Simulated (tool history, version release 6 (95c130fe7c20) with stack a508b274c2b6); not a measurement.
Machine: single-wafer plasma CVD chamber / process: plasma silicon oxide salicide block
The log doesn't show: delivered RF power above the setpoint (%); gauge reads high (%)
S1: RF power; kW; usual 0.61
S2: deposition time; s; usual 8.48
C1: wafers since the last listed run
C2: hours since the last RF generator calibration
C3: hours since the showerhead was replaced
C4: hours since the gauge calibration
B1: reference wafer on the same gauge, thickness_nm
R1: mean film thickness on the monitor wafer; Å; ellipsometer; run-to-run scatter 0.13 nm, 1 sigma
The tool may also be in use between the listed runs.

{"run": 1, "hour": 0.0, "S1": 0.61, "S2": 8.48, "C1": 0, "C2": 2271.8, "C3": 7001.6, "C4": 223.2, "B1": 75.737, "R1": 883.61}
{"run": 2, "hour": 14.3, "S1": 0.61, "S2": 9.26, "C1": 782, "C2": 2286.1, "C3": 7015.9, "C4": 237.5, "B1": 75.767, "R1": 962.34}
{"run": 3, "hour": 50.3, "S1": 0.61, "S2": 9.26, "C1": 1969, "C2": 2322.1, "C3": 7051.9, "C4": 273.5, "B1": 75.875, "R1": 966.99}
{"run": 4, "hour": 77.7, "S1": 0.61, "S2": 8.48, "C1": 1499, "C2": 2349.5, "C3": 7079.3, "C4": 300.9, "B1": 75.956, "R1": 883.9}
{"run": 5, "hour": 94.3, "S1": 0.61, "S2": 8.48, "C1": 908, "C2": 2366.1, "C3": 7095.9, "C4": 317.5, "B1": 75.951, "R1": 887.69}
{"hour": 99.3, "done": "gauge calibrated"}
{"hour": 105.3, "done": "showerhead replaced"}
{"run": 6, "hour": 122.7, "S1": 0.61, "S2": 8.48, "C1": 1116, "C2": 2394.5, "C3": 17.4, "C4": 23.4, "B1": 75.073, "R1": 875.32}
{"run": 7, "hour": 138.8, "S1": 0.61, "S2": 8.48, "C1": 880, "C2": 2410.6, "C3": 33.5, "C4": 39.5, "B1": 75.086, "R1": 876.14}
{"run": 8, "hour": 170.1, "S1": 0.645, "S2": 7.17, "C1": 1712, "C2": 2441.9, "C3": 64.8, "C4": 70.8, "B1": 75.211, "R1": 757.11}
{"run": 9, "hour": 196.8, "S1": 0.555, "S2": 9.54, "C1": 1460, "C2": 2468.6, "C3": 91.5, "C4": 97.5, "B1": 75.266, "R1": 952.82}
{"run": 10, "hour": 212.0, "S1": 0.695, "S2": 9.23, "C1": 831, "C2": 2483.8, "C3": 106.7, "C4": 112.7, "B1": 75.313, "R1": 1001.22}
{"hour": 239.4, "done": "RF generator calibrated"}
{"run": 11, "hour": 241.1, "S1": 0.73, "S2": 8.96, "C1": 1154, "C2": 1.7, "C3": 135.8, "C4": 141.8, "B1": 75.367, "R1": 991.12}
{"run": 12, "hour": 272.5, "S1": 0.61, "S2": 9.26, "C1": 1717, "C2": 33.1, "C3": 167.2, "C4": 173.2, "B1": 75.477, "R1": 960.69}
{"run": 13, "hour": 290.3, "S1": 0.665, "S2": 8.48, "C1": 973, "C2": 50.9, "C3": 185, "C4": 191, "B1": 75.528, "R1": 906.4}
{"run": 14, "hour": 302.5, "S1": 0.53, "S2": 8.03, "C1": 667, "C2": 63.1, "C3": 197.2, "C4": 203.2, "B1": 75.547, "R1": 790.35}

5 options for the next run, each taken on its own from the tool as it stands now. Forecast them:
{"run": "A", "hour": 302.9, "S1": 0.61, "S2": 7.48, "C1": 21, "C2": 63.5, "C3": 197.6, "C4": 203.6, "B1": "?", "R1": "?"}
{"run": "B", "hour": 302.9, "S1": 0.545, "S2": 8.48, "C1": 21, "C2": 63.5, "C3": 197.6, "C4": 203.6, "B1": "?", "R1": "?"}
{"run": "C", "hour": 302.9, "S1": 0.535, "S2": 7.69, "C1": 21, "C2": 63.5, "C3": 197.6, "C4": 203.6, "B1": "?", "R1": "?"}
{"run": "D", "hour": 302.9, "S1": 0.57, "S2": 8.48, "C1": 21, "C2": 63.5, "C3": 197.6, "C4": 203.6, "B1": "?", "R1": "?"}
{"run": "E", "hour": 302.9, "S1": 0.69, "S2": 9.18, "C1": 21, "C2": 63.5, "C3": 197.6, "C4": 203.6, "B1": "?", "R1": "?"}

run=A B1=75.538 R1=775.9
run=B B1=75.538 R1=843.39
run=C B1=75.538 R1=759.46
run=D B1=75.538 R1=857.75
run=E B1=75.538 R1=995.86
Had the tool no hidden state, the same runs would have come out as:
run=A R1=769.85
run=B R1=836.82
run=C R1=753.55
run=D R1=851.07
run=E R1=988.1

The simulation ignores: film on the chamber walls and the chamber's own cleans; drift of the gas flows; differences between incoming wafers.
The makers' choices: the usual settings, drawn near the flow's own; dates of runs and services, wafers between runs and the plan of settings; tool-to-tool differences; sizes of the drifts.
